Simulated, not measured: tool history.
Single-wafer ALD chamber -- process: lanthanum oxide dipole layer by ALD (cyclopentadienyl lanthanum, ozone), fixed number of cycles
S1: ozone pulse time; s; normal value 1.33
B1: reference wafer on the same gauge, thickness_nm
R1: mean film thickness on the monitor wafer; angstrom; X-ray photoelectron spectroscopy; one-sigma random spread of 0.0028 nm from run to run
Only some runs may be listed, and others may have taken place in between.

{"run": 1, "hour": 0.0, "S1": 1.58, "B1": 0.598, "R1": 6.09}
{"run": 2, "hour": 12.2, "S1": 1.58, "B1": 0.598, "R1": 6.09}
{"run": 3, "hour": 37.0, "S1": 1.33, "B1": 0.599, "R1": 5.91}
{"run": 4, "hour": 67.1, "S1": 1.33, "B1": 0.598, "R1": 5.97}
{"run": 5, "hour": 81.7, "S1": 1.33, "B1": 0.599, "R1": 5.9}
{"run": 6, "hour": 98.9, "S1": 1.33, "B1": 0.599, "R1": 5.9}
{"run": 7, "hour": 126.3, "S1": 1.33, "B1": 0.599, "R1": 5.94}
{"run": 8, "hour": 161.6, "S1": 1.33, "B1": 0.599, "R1": 5.89}
{"run": 9, "hour": 178.9, "S1": 1.33, "B1": 0.598, "R1": 5.9}
{"hour": 190.9, "done": "ozone generator serviced"}
{"run": 10, "hour": 214.6, "S1": 1.33, "B1": 0.599, "R1": 5.93}
{"run": 11, "hour": 231.7, "S1": 1.33, "B1": 0.6, "R1": 5.83}
{"run": 12, "hour": 256.3, "S1": 1.33, "B1": 0.6, "R1": 5.93}
{"run": 13, "hour": 281.2, "S1": 1.33, "B1": 0.6, "R1": 5.91}
{"hour": 299.8, "done": "gauge calibrated"}
{"run": 14, "hour": 299.9, "S1": 1.33, "B1": 0.6, "R1": 5.93}
{"run": 15, "hour": 331.6, "S1": 0.95, "B1": 0.599, "R1": 5.34}
{"run": 16, "hour": 345.6, "S1": 1.81, "B1": 0.6, "R1": 6.21}
{"run": 17, "hour": 373.7, "S1": 1, "B1": 0.599, "R1": 5.42}
{"run": 18, "hour": 404.1, "S1": 1.07, "B1": 0.598, "R1": 5.55}
{"run": 19, "hour": 417.3, "S1": 1.75, "B1": 0.599, "R1": 6.14}
{"run": 20, "hour": 433.1, "S1": 1.33, "B1": 0.599, "R1": 5.88}
{"run": 21, "hour": 456.7, "S1": 1.68, "B1": 0.599, "R1": 6.15}
{"run": 22, "hour": 474.0, "S1": 1.33, "B1": 0.598, "R1": 5.88}
{"hour": 494.9, "done": "showerhead replaced"}
{"hour": 496.5, "done": "thermocouple changed; heater temperature recalibrated"}
{"run": 23, "hour": 497.0, "S1": 1.33, "B1": 0.6, "R1": 5.95}
{"run": 24, "hour": 506.0, "S1": 1.63, "B1": 0.599, "R1": 6.11}
{"run": 25, "hour": 531.2, "S1": 1.82, "B1": 0.598, "R1": 6.18}
{"run": 26, "hour": 564.9, "S1": 1.33, "B1": 0.599, "R1": 5.9}
{"run": 27, "hour": 593.0, "S1": 1.33, "B1": 0.598, "R1": 5.87}
{"run": 28, "hour": 622.0, "S1": 1.73, "B1": 0.599, "R1": 6.16}

Forecast each of these 3 alternatives for the next run:
{"run": "A", "hour": 622.4, "S1": 0.82, "B1": "?", "R1": "?"}
{"run": "B", "hour": 622.4, "S1": 1.54, "B1": "?", "R1": "?"}
{"run": "C", "hour": 622.4, "S1": 0.94, "B1": "?", "R1": "?"}

run=A B1=0.598 R1=5.05
run=B B1=0.598 R1=6.06
run=C B1=0.598 R1=5.34
The same runs, with their run-to-run variation unchanged, on a tool lacking any hidden condition would have given:
run=A R1=5.05
run=B R1=6.06
run=C R1=5.34
